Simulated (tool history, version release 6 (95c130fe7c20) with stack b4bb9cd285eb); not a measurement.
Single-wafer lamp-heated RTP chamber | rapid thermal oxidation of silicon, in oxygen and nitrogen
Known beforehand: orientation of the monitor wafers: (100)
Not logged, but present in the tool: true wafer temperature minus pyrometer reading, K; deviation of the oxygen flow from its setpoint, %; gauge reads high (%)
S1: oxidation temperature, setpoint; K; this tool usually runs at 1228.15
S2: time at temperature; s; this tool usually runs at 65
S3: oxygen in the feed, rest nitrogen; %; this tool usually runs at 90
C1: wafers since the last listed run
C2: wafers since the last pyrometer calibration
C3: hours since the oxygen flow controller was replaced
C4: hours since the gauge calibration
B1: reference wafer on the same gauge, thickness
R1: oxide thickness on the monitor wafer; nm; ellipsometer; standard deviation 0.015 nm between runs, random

run 1 day=0.000 | S1=1228.15 S2=65 S3=90 | C1=0 C2=4398 C3=5776.5 C4=127.7 | B1=4.223 | R1=4.507
run 2 day=3.508 | S1=1228.15 S2=65 S3=90 | C1=408 C2=4807 C3=5860.7 C4=211.9 | B1=4.219 | R1=4.545
-- day=7.792 pyrometer window cleaned and pyrometer calibrated
run 3 day=7.812 | S1=1228.15 S2=65 S3=90 | C1=462 C2=2 C3=5964.0 C4=315.2 | B1=4.224 | R1=4.542
run 4 day=11.121 | S1=1228.15 S2=65 S3=90 | C1=385 C2=388 C3=6043.4 C4=394.6 | B1=4.216 | R1=4.529
run 5 day=15.029 | S1=1228.15 S2=65 S3=90 | C1=455 C2=843 C3=6137.2 C4=488.4 | B1=4.217 | R1=4.554
run 6 day=24.529 | S1=1228.15 S2=65 S3=90 | C1=1106 C2=1950 C3=6365.2 C4=716.4 | B1=4.222 | R1=4.503
run 7 day=28.538 | S1=1228.15 S2=65 S3=90 | C1=467 C2=2417 C3=6461.4 C4=812.6 | B1=4.216 | R1=4.544
run 8 day=30.596 | S1=1228.15 S2=65 S3=90 | C1=239 C2=2657 C3=6510.8 C4=862.0 | B1=4.219 | R1=4.525
run 9 day=34.338 | S1=1228.15 S2=65 S3=90 | C1=436 C2=3093 C3=6600.6 C4=951.8 | B1=4.217 | R1=4.531
run 10 day=36.996 | S1=1228.15 S2=65 S3=90 | C1=309 C2=3403 C3=6664.4 C4=1015.6 | B1=4.222 | R1=4.545
-- day=38.417 gauge calibrated
run 11 day=39.650 | S1=1228.15 S2=65 S3=90 | C1=309 C2=3712 C3=6728.1 C4=29.6 | B1=4.220 | R1=4.536
run 12 day=43.054 | S1=1228.15 S2=65 S3=90 | C1=396 C2=4109 C3=6809.8 C4=111.3 | B1=4.222 | R1=4.518
run 13 day=45.758 | S1=1205.15 S2=65 S3=67 | C1=315 C2=4424 C3=6874.7 C4=176.2 | B1=4.222 | R1=3.562
run 14 day=48.012 | S1=1220.15 S2=43 S3=98 | C1=262 C2=4686 C3=6928.8 C4=230.3 | B1=4.219 | R1=3.746
run 15 day=49.858 | S1=1228.15 S2=41 S3=70 | C1=215 C2=4901 C3=6973.1 C4=274.6 | B1=4.223 | R1=3.532
-- day=52.000 pyrometer window cleaned and pyrometer calibrated
-- day=52.312 oxygen flow controller replaced
run 16 day=54.033 | S1=1228.15 S2=65 S3=90 | C1=411 C2=200 C3=41.3 C4=374.8 | B1=4.227 | R1=4.520
run 17 day=58.329 | S1=1228.15 S2=65 S3=90 | C1=500 C2=701 C3=144.4 C4=477.9 | B1=4.218 | R1=4.504
run 18 day=60.171 | S1=1228.15 S2=65 S3=90 | C1=214 C2=915 C3=188.6 C4=522.1 | B1=4.217 | R1=4.521
run 19 day=64.429 | S1=1258.15 S2=65 S3=98 | C1=496 C2=1412 C3=290.8 C4=624.3 | B1=4.225 | R1=5.800
run 20 day=67.300 | S1=1228.15 S2=76 S3=90 | C1=334 C2=1746 C3=359.7 C4=693.2 | B1=4.225 | R1=4.834
run 21 day=71.025 | S1=1246.15 S2=42 S3=65 | C1=434 C2=2180 C3=449.1 C4=782.6 | B1=4.218 | R1=3.929
run 22 day=74.250 | S1=1198.15 S2=77 S3=78 | C1=375 C2=2556 C3=526.5 C4=860.0 | B1=4.220 | R1=3.766
run 23 day=76.579 | S1=1216.15 S2=84 S3=82 | C1=271 C2=2827 C3=582.4 C4=915.9 | B1=4.224 | R1=4.450
-- day=77.396 gauge calibrated
run 24 day=79.988 | S1=1228.15 S2=56 S3=98 | C1=397 C2=3225 C3=664.2 C4=62.2 | B1=4.220 | R1=4.345

What differs in the tool's unlogged condition from the final listed run ahead of each entry between runs to the first listed run following it?
Run 2 -> run 3: pyrometer window cleaned and pyrometer calibrated (day 7.792)
  both runs share identical hidden conditions
Run 10 -> run 11: gauge calibrated (day 38.417)
  both runs share identical hidden conditions
Run 15 -> run 16: pyrometer window cleaned and pyrometer calibrated (day 52.000); oxygen flow controller replaced (day 52.312)
  both runs share identical hidden conditions
Run 23 -> run 24: gauge calibrated (day 77.396)
  both runs share identical hidden conditions
